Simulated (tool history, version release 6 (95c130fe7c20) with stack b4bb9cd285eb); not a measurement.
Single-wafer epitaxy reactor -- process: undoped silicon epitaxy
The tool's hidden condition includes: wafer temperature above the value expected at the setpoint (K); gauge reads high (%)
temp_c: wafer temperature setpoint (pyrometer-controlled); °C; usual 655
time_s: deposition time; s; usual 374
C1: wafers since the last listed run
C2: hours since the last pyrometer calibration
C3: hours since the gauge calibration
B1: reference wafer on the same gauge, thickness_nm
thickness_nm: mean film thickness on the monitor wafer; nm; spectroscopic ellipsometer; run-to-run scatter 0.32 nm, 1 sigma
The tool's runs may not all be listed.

Run 1, hour 0.0: usual settings but temp_c 663 °C; C1 0; C2 2313.7; C3 208.0; B1 82.485. Result: thickness_nm 73.559 nm.
Run 2, hour 14.6: usual settings but temp_c 663 °C; C1 79; C2 2328.3; C3 222.6; B1 82.600. Result: thickness_nm 73.306 nm.
Run 3, hour 28.4: usual settings but temp_c 663 °C; C1 74; C2 2342.1; C3 236.4; B1 82.505. Result: thickness_nm 73.728 nm.
Run 4, hour 52.4: usual settings but temp_c 652 °C, time_s 340 s; C1 130; C2 2366.1; C3 260.4; B1 82.568. Result: thickness_nm 52.286 nm.
Run 5, hour 73.5: usual settings but temp_c 652 °C, time_s 340 s; C1 114; C2 2387.2; C3 281.5; B1 82.459. Result: thickness_nm 52.004 nm.
Run 6, hour 108.0: usual settings but temp_c 652 °C, time_s 340 s; C1 187; C2 2421.7; C3 316.0; B1 82.497. Result: thickness_nm 51.848 nm.
Run 7, hour 196.8: usual settings but temp_c 662 °C; C1 481; C2 2510.5; C3 404.8; B1 82.517. Result: thickness_nm 70.740 nm.
Run 8, hour 232.5: usual settings but temp_c 652 °C; C1 193; C2 2546.2; C3 440.5; B1 82.435. Result: thickness_nm 57.002 nm.
At hour 258.5: pyrometer calibrated.
Run 9, hour 264.9: usual settings but temp_c 652 °C; C1 132; C2 6.4; C3 472.9; B1 82.481. Result: thickness_nm 64.332 nm.
At hour 295.8: gauge calibrated.
Run 10, hour 299.9: usual settings but temp_c 652 °C; C1 189; C2 41.4; C3 4.1; B1 82.568. Result: thickness_nm 64.142 nm.
Run 11, hour 318.7: usual settings but time_s 344 s; C1 102; C2 60.2; C3 22.9; B1 82.458. Result: thickness_nm 63.473 nm.
Run 12, hour 333.2: usual settings; C1 78; C2 74.7; C3 37.4; B1 82.462. Result: thickness_nm 69.098 nm.
Run 13, hour 365.1: usual settings; C1 173; C2 106.6; C3 69.3; B1 82.505. Result: thickness_nm 68.254 nm.
Run 14, hour 394.1: usual settings but temp_c 661 °C, time_s 444 s; C1 157; C2 135.6; C3 98.3; B1 82.449. Result: thickness_nm 92.555 nm.
Run 15, hour 427.8: usual settings; C1 182; C2 169.3; C3 132.0; B1 82.522. Result: thickness_nm 68.631 nm.
Run 16, hour 443.2: usual settings but temp_c 642 °C; C1 83; C2 184.7; C3 147.4; B1 82.601. Result: thickness_nm 51.832 nm.
Run 17, hour 475.5: usual settings but temp_c 648 °C, time_s 442 s; C1 175; C2 217.0; C3 179.7; B1 82.518. Result: thickness_nm 70.239 nm.
Run 18, hour 532.5: usual settings; C1 309; C2 274.0; C3 236.7; B1 82.458. Result: thickness_nm 68.882 nm.
Run 19, hour 561.8: usual settings but temp_c 667 °C, time_s 343 s; C1 158; C2 303.3; C3 266.0; B1 82.480. Result: thickness_nm 80.916 nm.
Run 20, hour 580.3: usual settings but temp_c 662 °C, time_s 424 s; C1 100; C2 321.8; C3 284.5; B1 82.548. Result: thickness_nm 89.591 nm.
Run 21, hour 602.8: usual settings but time_s 432 s; C1 122; C2 344.3; C3 307.0; B1 82.457. Result: thickness_nm 79.090 nm.
Run 22, hour 633.0: usual settings; C1 163; C2 374.5; C3 337.2; B1 82.476. Result: thickness_nm 68.658 nm.
Run 23, hour 649.0: usual settings but temp_c 668 °C; C1 86; C2 390.5; C3 353.2; B1 82.603. Result: thickness_nm 89.271 nm.
Run 24, hour 669.9: usual settings but temp_c 642 °C, time_s 427 s; C1 113; C2 411.4; C3 374.1; B1 82.486. Result: thickness_nm 58.456 nm.
Run 25, hour 703.7: usual settings but temp_c 644 °C, time_s 352 s; C1 183; C2 445.2; C3 407.9; B1 82.478. Result: thickness_nm 50.721 nm.
Run 26, hour 724.1: usual settings but temp_c 642 °C, time_s 299 s; C1 110; C2 465.6; C3 428.3; B1 82.534. Result: thickness_nm 41.476 nm.

What if the next run were any one of these 4? Each begins from the tool's condition after run 26:
Run A, hour 724.6: usual settings; C1 2; C2 466.1; C3 428.8; B1 ?. Result: thickness_nm ?.
Run B, hour 724.6: usual settings but temp_c 642 °C, time_s 325 s; C1 2; C2 466.1; C3 428.8; B1 ?. Result: thickness_nm ?.
Run C, hour 724.6: usual settings but temp_c 660 °C, time_s 346 s; C1 2; C2 466.1; C3 428.8; B1 ?. Result: thickness_nm ?.
Run D, hour 724.6: usual settings but temp_c 664 °C, time_s 302 s; C1 2; C2 466.1; C3 428.8; B1 ?. Result: thickness_nm ?.

run      B1  thickness_nm
  A  82.534        67.986
  B  82.534        44.709
  C  82.534        69.870
  D  82.534        66.285
Without the tool's unlogged condition, the same runs would have read:
run  thickness_nm
  A        68.562
  B        45.099
  C        70.456
  D        66.836
